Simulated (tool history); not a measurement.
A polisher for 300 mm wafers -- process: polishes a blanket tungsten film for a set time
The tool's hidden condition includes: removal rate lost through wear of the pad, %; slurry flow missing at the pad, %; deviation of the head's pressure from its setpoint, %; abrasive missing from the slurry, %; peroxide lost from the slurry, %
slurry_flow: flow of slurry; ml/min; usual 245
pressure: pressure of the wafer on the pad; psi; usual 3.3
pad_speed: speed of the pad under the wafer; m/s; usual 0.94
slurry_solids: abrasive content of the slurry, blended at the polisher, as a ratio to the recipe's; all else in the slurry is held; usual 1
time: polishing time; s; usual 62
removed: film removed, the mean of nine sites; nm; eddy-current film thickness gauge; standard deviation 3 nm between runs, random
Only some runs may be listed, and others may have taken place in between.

run,hour,slurry_flow,pressure,pad_speed,slurry_solids,time,wafers since the last listed run,wafers polished on this pad,hours since the slurry nozzle was cleaned,hours since the head pressure was calibrated,hours since the slurry blender was calibrated,hours since the slurry got fresh peroxide,"incoming thickness of the incoming film, nm",removed
1,0,245,3.3,0.94,1,62,0,2062,391.7,440.5,140.6,74.9,1564.1,229.4
2,56.3,245,3.3,0.94,1,62,545,2607,448,496.8,196.9,131.2,1564,231.8
3,88.3,245,3.3,0.94,1,62,309,2917,480,528.8,228.9,163.2,1569.1,227.6
4,120.3,245,3.3,0.94,1,62,309,3227,512,560.8,260.9,195.2,1578.8,227.6
# hour 126: worn pad replaced by a new one
5,159.1,245,3.3,0.94,1,62,336,320,550.8,599.6,299.7,234,1582.7,227.9
6,209.5,245,3.3,0.94,1,62,487,808,601.2,650,350.1,284.4,1549.8,220.3
# hour 216.4: slurry nozzle cleaned
# hour 241.4: slurry blender recalibrated
7,244.3,245,3.3,0.94,1,62,307,1116,27.9,684.8,2.9,319.2,1541.7,222.8
8,275.9,245,3.3,0.94,1,62,305,1422,59.5,716.4,34.5,350.8,1556.3,216.1
# hour 285.9: slurry tank refilled with fresh slurry and peroxide
9,439.4,245,3.3,0.94,1,62,1573,2995,223,879.9,198,153.5,1571.9,225.7
10,477.1,175,2.6,1.16,0.9,62,364,3360,260.7,917.6,235.7,191.2,1529,198.9
# hour 487.4: worn pad replaced by a new one
# hour 540.6: head pressure recalibrated
# hour 599.4: slurry blender recalibrated
11,613.6,245,3.3,0.94,1.25,80,1244,1182,397.2,73,14.2,327.7,1560.2,303.2
# hour 635.2: slurry tank refilled with fresh slurry and peroxide
12,659,245,3.3,1.12,1,62,429,1612,442.6,118.4,59.6,23.8,1567.8,261.9
13,683.6,245,3.3,0.94,1,77,238,1850,467.2,143,84.2,48.4,1559,290.5
14,721.7,245,2.2,0.94,1,62,368,2219,505.3,181.1,122.3,86.5,1577.3,153.1
15,776.9,245,3.3,0.94,1.25,62,534,2753,560.5,236.3,177.5,141.7,1583.2,243.1
16,813.1,245,2.5,0.94,1,62,350,3104,596.7,272.5,213.7,177.9,1573.9,172.8
# hour 845.5: worn pad replaced by a new one
# hour 853: slurry nozzle cleaned
17,875.5,245,2.4,1.04,0.85,62,555,280,22.5,334.9,276.1,240.3,1591,173.9
18,916.9,245,3.3,0.94,1.15,42,400,681,63.9,376.3,317.5,281.7,1557.6,158.3
# hour 963.4: slurry tank refilled with fresh slurry and peroxide
19,987.8,305,2.5,1.24,1,62,676,1357,134.8,447.2,388.4,24.4,1559.8,229.4
# hour 1003.7: slurry blender recalibrated
20,1042.5,245,3.3,0.94,1,62,510,1868,189.5,501.9,38.8,79.1,1537.1,230.5
21,1104.6,180,2.2,1.18,1,45,601,2469,251.6,564,100.9,141.2,1542.9,125.7
22,1158.1,245,3.3,0.94,1,62,517,2987,305.1,617.5,154.4,194.7,1569.4,223.7
# hour 1179.9: worn pad replaced by a new one
23,1208.1,245,3.3,0.94,1,62,445,273,355.1,667.5,204.4,244.7,1558.1,222.1
24,1264.9,245,3.3,0.94,1,62,549,823,411.9,724.3,261.2,301.5,1529.4,223.6
# hour 1299.8: slurry tank refilled with fresh slurry and peroxide
25,1304.6,175,3.3,0.84,1,78,374,1197,451.6,764,300.9,4.8,1583.8,252.5
26,1337.4,270,3.3,0.94,1,62,317,1515,484.4,796.8,333.7,37.6,1544.2,234.2

State the hidden condition of the tool at each of the runs:
removal rate lost through wear of the pad, %: 0 on each run
slurry flow missing at the pad, %: 0 on each run
deviation of the head's pressure from its setpoint, %: 0 on each run
abrasive missing from the slurry, %: 0 on each run
H1: peroxide lost from the slurry, %
run,H1
1,0.78
2,2.08
3,3.14
4,4.43
5,6.31
6,9.24
7,11.6
8,14
9,4.23
10,5.69
11,13.7
12,0.595
13,0.795
14,1.37
15,2.79
16,4.09
17,7.02
18,9.45
19,1.49
20,2.13
21,3.66
22,5.68
23,8.15
24,11.6
25,1.08
26,1.24

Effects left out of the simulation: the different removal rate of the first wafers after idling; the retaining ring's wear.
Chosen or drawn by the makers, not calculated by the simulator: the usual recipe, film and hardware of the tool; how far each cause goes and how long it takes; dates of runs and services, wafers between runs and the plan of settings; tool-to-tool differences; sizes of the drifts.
